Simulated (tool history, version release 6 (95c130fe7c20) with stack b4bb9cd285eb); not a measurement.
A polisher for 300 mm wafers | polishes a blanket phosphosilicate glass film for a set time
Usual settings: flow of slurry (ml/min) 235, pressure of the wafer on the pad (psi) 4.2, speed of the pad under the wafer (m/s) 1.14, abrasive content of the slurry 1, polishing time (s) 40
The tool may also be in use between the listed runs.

run    hour  flow of slurry (ml/min)  pressure of the wafer on the pad (psi)  speed of the pad under the wafer (m/s)  abrasive content of the slurry  polishing time (s)  wafers since the last listed run  wafers polished on this pad  hours since the slurry nozzle was cleaned  hours since the head pressure was calibrated  hours since the slurry blender was calibrated  hours since the conditioning disc was replaced  incoming thickness of the incoming film, nm  film removed (Å)
  1       0                      235                                     4.2                                    1.14                               1                  40                                 0                         1614                                       51.2                                         337.2                                          242.4                                           109.2                                       4279.7              4240
       48.3  -- slurry blender recalibrated
  2    62.8                      235                                     4.2                                    1.14                               1                  40                               790                         2405                                        114                                           400                                           14.5                                             172                                       4321.4              4304
      135.5  -- head pressure recalibrated
      169.9  -- worn pad replaced by a new one
      199.5  -- conditioning disc replaced and pad reconditioned
  3   203.6                      235                                     4.2                                    1.14                               1                  40                              1725                          411                                      254.8                                          68.1                                          155.3                                             4.1                                       4226.8              4586
  4   303.3                      235                                     4.2                                    1.14                               1                  40                              1295                         1707                                      354.5                                         167.8                                            255                                           103.8                                       4288.4              4526
  5   367.9                      285                                     4.2                                    1.14                               1                  40                               839                         2547                                      419.1                                         232.4                                          319.6                                           168.4                                       4229.9              4585
      375.3  -- slurry blender recalibrated
  6   431.3                      285                                     4.2                                    1.14                               1                  40                               797                         3345                                      482.5                                         295.8                                             56                                           231.8                                       4258.8              4576
        461  -- slurry nozzle cleaned
  7   493.8                      285                                     4.2                                    1.14                               1                  40                               799                         4144                                       32.8                                         358.3                                          118.5                                           294.3                                       4299.5              4450
      558.3  -- worn pad replaced by a new one
  8   574.7                      235                                     4.2                                    1.14                               1                  40                               999                          213                                      113.7                                         439.2                                          199.4                                           375.2                                       4240.1              4316
      590.4  -- conditioning disc replaced and pad reconditioned
  9   663.8                      235                                     4.2                                    1.14                               1                  40                              1131                         1345                                      202.8                                         528.3                                          288.5                                            73.4                                       4310.3              4244
        695  -- slurry blender recalibrated
      754.6  -- head pressure recalibrated
 10   768.6                      235                                     4.2                                    1.14                               1                  40                              1310                         2655                                      307.6                                            14                                           73.6                                           178.2                                       4241.6              4648
 11   830.3                      235                                     4.2                                    1.14                               1                  40                               801                         3457                                      369.3                                          75.7                                          135.3                                           239.9                                       4294.9              4526
 12   875.9                      235                                     4.2                                    1.14                            0.75                  40                               592                         4049                                      414.9                                         121.3                                          180.9                                           285.5                                       4347.2              4045
      887.6  -- conditioning disc replaced and pad reconditioned
      907.8  -- slurry nozzle cleaned
      915.2  -- worn pad replaced by a new one
 13   938.6                      165                                     4.2                                     0.8                               1                  30                               723                          303                                       30.8                                           184                                          243.6                                              51                                       4229.9              2508
     1038.1  -- slurry blender recalibrated
 14  1040.1                      235                                     2.9                                    1.14                             0.9                  40                              1293                         1596                                      132.3                                         285.5                                              2                                           152.5                                       4262.8              3232
 15  1110.8                      190                                     4.9                                    1.14                               1                  40                               918                         2515                                        203                                         356.2                                           72.7                                           223.2                                       4217.8              4815
 16  1218.7                      235                                     4.2                                    1.14                               1                  50                              1402                         3917                                      310.9                                         464.1                                          180.6                                           331.1                                       4290.3              5361
     1230.9  -- conditioning disc replaced and pad reconditioned
     1283.7  -- worn pad replaced by a new one
 17    1286                      235                                     4.2                                    1.14                               1                  40                               796                           30                                      378.2                                         531.4                                          247.9                                            55.1                                         4266              4267
       1332  -- slurry nozzle cleaned
     1363.5  -- head pressure recalibrated
 18  1367.8                      235                                     4.2                                    1.14                               1                  40                              1024                         1054                                       35.8                                           4.3                                          329.7                                           136.9                                       4257.9              4594
     1384.3  -- slurry blender recalibrated
 19  1424.7                      235                                     4.2                                    1.44                               1                  28                               713                         1767                                       92.7                                          61.2                                           40.4                                           193.8                                       4265.6              3927
 20  1499.5                      235                                     4.2                                     1.4                               1                  40                               972                         2739                                      167.5                                           136                                          115.2                                           268.6                                       4223.4              5288
 21  1579.4                      235                                     3.6                                    0.92                               1                  40                              1038                         3778                                      247.4                                         215.9                                          195.1                                           348.5                                       4305.1              3469
     1595.4  -- conditioning disc replaced and pad reconditioned
     1617.6  -- worn pad replaced by a new one
 22  1622.6                      235                                     4.2                                     0.9                               1                  40                               483                           65                                      290.6                                         259.1                                          238.3                                            27.2                                       4230.8              3797
 23  1709.3                      290                                     4.2                                    1.14                               1                  32                              1126                         1192                                      377.3                                         345.8                                            325                                           113.9                                       4244.4              3587

5 ways to go on from here, each from the tool as it stands after run 23. What would each give?
  A  1709.7                      235                                     4.2                                    1.14                               1                  40                                 5                         1197                                      377.7                                         346.2                                          325.4                                           114.3                                       4249.4                 ?
  B  1709.7                      235                                     4.2                                    1.14                            0.85                  29                                 5                         1197                                      377.7                                         346.2                                          325.4                                           114.3                                       4249.4                 ?
  C  1709.7                      235                                     4.9                                    0.88                               1                  40                                 5                         1197                                      377.7                                         346.2                                          325.4                                           114.3                                       4249.4                 ?
  D  1709.7                      235                                     3.2                                    1.14                               1                  44                                 5                         1197                                      377.7                                         346.2                                          325.4                                           114.3                                       4249.4                 ?
  E  1709.7                      265                                     4.2                                    1.52                               1                  40                                 5                         1197                                      377.7                                         346.2                                          325.4                                           114.3                                       4249.4                 ?

run  film removed (Å)
  A              4394
  B              2991
  C              4139
  D              3938
  E              5483
Without the tool's hidden state the same runs would have given:
run  film removed (Å)
  A              4630
  B              3152
  C              4362
  D              4150
  E              5779
